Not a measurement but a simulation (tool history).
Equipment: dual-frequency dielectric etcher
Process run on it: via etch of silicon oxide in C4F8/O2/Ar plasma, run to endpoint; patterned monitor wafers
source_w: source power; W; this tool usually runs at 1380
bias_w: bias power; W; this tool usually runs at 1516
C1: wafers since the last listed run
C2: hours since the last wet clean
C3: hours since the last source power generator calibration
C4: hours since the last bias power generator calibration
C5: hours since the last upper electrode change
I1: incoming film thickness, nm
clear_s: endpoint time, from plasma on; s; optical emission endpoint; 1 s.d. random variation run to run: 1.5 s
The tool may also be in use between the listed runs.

run 1 hour=0 | source_w=1380 bias_w=1516 | C1=0 C2=263.8 C3=2412.2 C4=2587.4 C5=3310.2 | I1=1316.4 | clear_s=358.7
run 2 hour=26.6 | source_w=1380 bias_w=1516 | C1=135 C2=290.4 C3=2438.8 C4=2614 C5=3336.8 | I1=1306.6 | clear_s=357.8
run 3 hour=57.5 | source_w=1380 bias_w=1516 | C1=157 C2=321.3 C3=2469.7 C4=2644.9 C5=3367.7 | I1=1333.7 | clear_s=365.7
run 4 hour=84 | source_w=1460 bias_w=1261 | C1=135 C2=347.8 C3=2496.2 C4=2671.4 C5=3394.2 | I1=1325 | clear_s=371.9
-- hour=118.3 upper electrode replaced
run 5 hour=118.8 | source_w=1460 bias_w=1261 | C1=55 C2=382.6 C3=2531 C4=2706.2 C5=0.5 | I1=1313.4 | clear_s=371.5
run 6 hour=137.8 | source_w=1380 bias_w=1263 | C1=96 C2=401.6 C3=2550 C4=2725.2 C5=19.5 | I1=1328.3 | clear_s=383.4
run 7 hour=156 | source_w=1380 bias_w=1263 | C1=92 C2=419.8 C3=2568.2 C4=2743.4 C5=37.7 | I1=1322 | clear_s=380.9
run 8 hour=174.6 | source_w=1280 bias_w=1877 | C1=94 C2=438.4 C3=2586.8 C4=2762 C5=56.3 | I1=1313.7 | clear_s=355.3
run 9 hour=195 | source_w=1280 bias_w=1377 | C1=104 C2=458.8 C3=2607.2 C4=2782.4 C5=76.7 | I1=1326.7 | clear_s=389.1
-- hour=231.7 wet clean of the chamber
run 10 hour=232.2 | source_w=1380 bias_w=1516 | C1=67 C2=0.5 C3=2644.4 C4=2819.6 C5=113.9 | I1=1315.9 | clear_s=345.1
-- hour=239.6 source power generator calibrated
-- hour=243 bias power generator calibrated
run 11 hour=249.6 | source_w=1080 bias_w=1238 | C1=50 C2=17.9 C3=10 C4=6.6 C5=131.3 | I1=1303.2 | clear_s=392.3
run 12 hour=266.7 | source_w=1380 bias_w=1893 | C1=87 C2=35 C3=27.1 C4=23.7 C5=148.4 | I1=1318.2 | clear_s=327.3
run 13 hour=285.6 | source_w=1240 bias_w=1176 | C1=96 C2=53.9 C3=46 C4=42.6 C5=167.3 | I1=1313.8 | clear_s=386.3
run 14 hour=319.8 | source_w=1380 bias_w=1206 | C1=174 C2=88.1 C3=80.2 C4=76.8 C5=201.5 | I1=1322 | clear_s=372.9
run 15 hour=341.1 | source_w=1460 bias_w=1261 | C1=108 C2=109.4 C3=101.5 C4=98.1 C5=222.8 | I1=1319.4 | clear_s=357

Hidden condition of the tool, last listed run before each entry between runs versus first listed run after:
In the gap between runs 4 and 5: upper electrode replaced (hour 118.3)
  etch rate over this chamber's usual, %: -3.8 -> -4.09
  measured value less the no-hidden-state value, clear_s: +14.1 -> +15.2 s
In the gap between runs 9 and 10: wet clean of the chamber (hour 231.7)
  etch rate over this chamber's usual, %: -4.73 -> 0.377
  measured value less the no-hidden-state value, clear_s: +18.4 -> -1.3 s
In the gap between runs 10 and 11: source power generator calibrated (hour 239.6); bias power generator calibrated (hour 243)
  etch rate over this chamber's usual, %: 0.377 -> 0.23
  measured value less the no-hidden-state value, clear_s: -1.3 -> -1 s
